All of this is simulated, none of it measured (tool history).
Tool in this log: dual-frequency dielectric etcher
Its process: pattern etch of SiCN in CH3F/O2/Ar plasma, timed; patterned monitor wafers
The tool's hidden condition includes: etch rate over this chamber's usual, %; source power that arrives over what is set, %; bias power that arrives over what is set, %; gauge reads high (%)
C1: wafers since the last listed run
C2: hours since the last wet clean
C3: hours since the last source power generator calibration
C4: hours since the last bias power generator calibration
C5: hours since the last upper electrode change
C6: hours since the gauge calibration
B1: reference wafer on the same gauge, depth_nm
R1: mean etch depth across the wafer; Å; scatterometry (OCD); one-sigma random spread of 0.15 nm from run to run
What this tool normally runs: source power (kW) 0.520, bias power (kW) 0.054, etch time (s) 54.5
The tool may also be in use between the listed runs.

{"run": 1, "hour": 0.0, "source power (kW)": 0.56, "bias power (kW)": 0.058, "etch time (s)": 54.5, "C1": 0, "C2": 259.4, "C3": 1135.2, "C4": 3565.2, "C5": 5040.0, "C6": 214.6, "B1": 21.34, "R1": 242.1}
{"run": 2, "hour": 44.5, "source power (kW)": 0.56, "bias power (kW)": 0.058, "etch time (s)": 54.5, "C1": 429, "C2": 303.9, "C3": 1179.7, "C4": 3609.7, "C5": 5084.5, "C6": 259.1, "B1": 21.37, "R1": 241.3}
{"run": 3, "hour": 77.2, "source power (kW)": 0.56, "bias power (kW)": 0.058, "etch time (s)": 54.5, "C1": 315, "C2": 336.6, "C3": 1212.4, "C4": 3642.4, "C5": 5117.2, "C6": 291.8, "B1": 21.45, "R1": 244.8}
{"run": 4, "hour": 233.2, "source power (kW)": 0.52, "bias power (kW)": 0.054, "etch time (s)": 54.5, "C1": 1504, "C2": 492.6, "C3": 1368.4, "C4": 3798.4, "C5": 5273.2, "C6": 447.8, "B1": 21.55, "R1": 231.5}
{"run": 5, "hour": 277.6, "source power (kW)": 0.52, "bias power (kW)": 0.054, "etch time (s)": 54.5, "C1": 428, "C2": 537.0, "C3": 1412.8, "C4": 3842.8, "C5": 5317.6, "C6": 492.2, "B1": 21.5, "R1": 224.2}
{"hour": 320.9, "done": "gauge calibrated"}
{"hour": 329.2, "done": "wet clean of the chamber"}
{"run": 6, "hour": 349.3, "source power (kW)": 0.61, "bias power (kW)": 0.054, "etch time (s)": 54.5, "C1": 460, "C2": 20.1, "C3": 1484.5, "C4": 3914.5, "C5": 5389.3, "C6": 28.4, "B1": 21.02, "R1": 246.1}
{"hour": 388.8, "done": "source power generator calibrated"}
{"run": 7, "hour": 413.0, "source power (kW)": 0.61, "bias power (kW)": 0.054, "etch time (s)": 54.5, "C1": 575, "C2": 83.8, "C3": 24.2, "C4": 3978.2, "C5": 5453.0, "C6": 92.1, "B1": 21.2, "R1": 246.4}
{"run": 8, "hour": 438.8, "source power (kW)": 0.41, "bias power (kW)": 0.046, "etch time (s)": 67.0, "C1": 248, "C2": 109.6, "C3": 50.0, "C4": 4004.0, "C5": 5478.8, "C6": 117.9, "B1": 21.2, "R1": 226.9}
{"run": 9, "hour": 489.3, "source power (kW)": 0.52, "bias power (kW)": 0.054, "etch time (s)": 54.5, "C1": 487, "C2": 160.1, "C3": 100.5, "C4": 4054.5, "C5": 5529.3, "C6": 168.4, "B1": 21.3, "R1": 224.0}
{"hour": 555.5, "done": "upper electrode replaced"}
{"run": 10, "hour": 556.0, "source power (kW)": 0.56, "bias power (kW)": 0.058, "etch time (s)": 54.5, "C1": 411, "C2": 226.8, "C3": 167.2, "C4": 4121.2, "C5": 0.5, "C6": 235.1, "B1": 21.32, "R1": 241.0}
{"hour": 594.3, "done": "bias power generator calibrated"}
{"run": 11, "hour": 597.3, "source power (kW)": 0.52, "bias power (kW)": 0.063, "etch time (s)": 59.5, "C1": 359, "C2": 268.1, "C3": 208.5, "C4": 3.0, "C5": 41.8, "C6": 276.4, "B1": 21.38, "R1": 258.1}
{"run": 12, "hour": 668.4, "source power (kW)": 0.42, "bias power (kW)": 0.059, "etch time (s)": 59.5, "C1": 685, "C2": 339.2, "C3": 279.6, "C4": 74.1, "C5": 112.9, "C6": 347.5, "B1": 21.46, "R1": 220.2}
{"run": 13, "hour": 729.4, "source power (kW)": 0.43, "bias power (kW)": 0.06, "etch time (s)": 62.0, "C1": 588, "C2": 400.2, "C3": 340.6, "C4": 135.1, "C5": 173.9, "C6": 408.5, "B1": 21.47, "R1": 236.4}
{"run": 14, "hour": 781.5, "source power (kW)": 0.52, "bias power (kW)": 0.054, "etch time (s)": 54.5, "C1": 502, "C2": 452.3, "C3": 392.7, "C4": 187.2, "C5": 226.0, "C6": 460.6, "B1": 21.41, "R1": 229.9}

Each row is a separate what-if for the run after 14, all from the same tool condition, not one after another. Results?
{"run": "A", "hour": 781.9, "source power (kW)": 0.52, "bias power (kW)": 0.054, "etch time (s)": 54.5, "C1": 3, "C2": 452.7, "C3": 393.1, "C4": 187.6, "C5": 226.4, "C6": 461.0, "B1": "?", "R1": "?"}
{"run": "B", "hour": 781.9, "source power (kW)": 0.56, "bias power (kW)": 0.054, "etch time (s)": 59.0, "C1": 3, "C2": 452.7, "C3": 393.1, "C4": 187.6, "C5": 226.4, "C6": 461.0, "B1": "?", "R1": "?"}
{"run": "C", "hour": 781.9, "source power (kW)": 0.52, "bias power (kW)": 0.054, "etch time (s)": 44.0, "C1": 3, "C2": 452.7, "C3": 393.1, "C4": 187.6, "C5": 226.4, "C6": 461.0, "B1": "?", "R1": "?"}
{"run": "D", "hour": 781.9, "source power (kW)": 0.4, "bias power (kW)": 0.049, "etch time (s)": 60.5, "C1": 3, "C2": 452.7, "C3": 393.1, "C4": 187.6, "C5": 226.4, "C6": 461.0, "B1": "?", "R1": "?"}
{"run": "E", "hour": 781.9, "source power (kW)": 0.52, "bias power (kW)": 0.067, "etch time (s)": 42.5, "C1": 3, "C2": 452.7, "C3": 393.1, "C4": 187.6, "C5": 226.4, "C6": 461.0, "B1": "?", "R1": "?"}

run=A B1=21.50 R1=226.0
run=B B1=21.50 R1=255.5
run=C B1=21.50 R1=182.5
run=D B1=21.50 R1=206.5
run=E B1=21.50 R1=186.9
What these runs would have given with no unlogged condition in the tool:
run=A R1=221.2
run=B R1=250.1
run=C R1=178.6
run=D R1=202.1
run=E R1=182.9
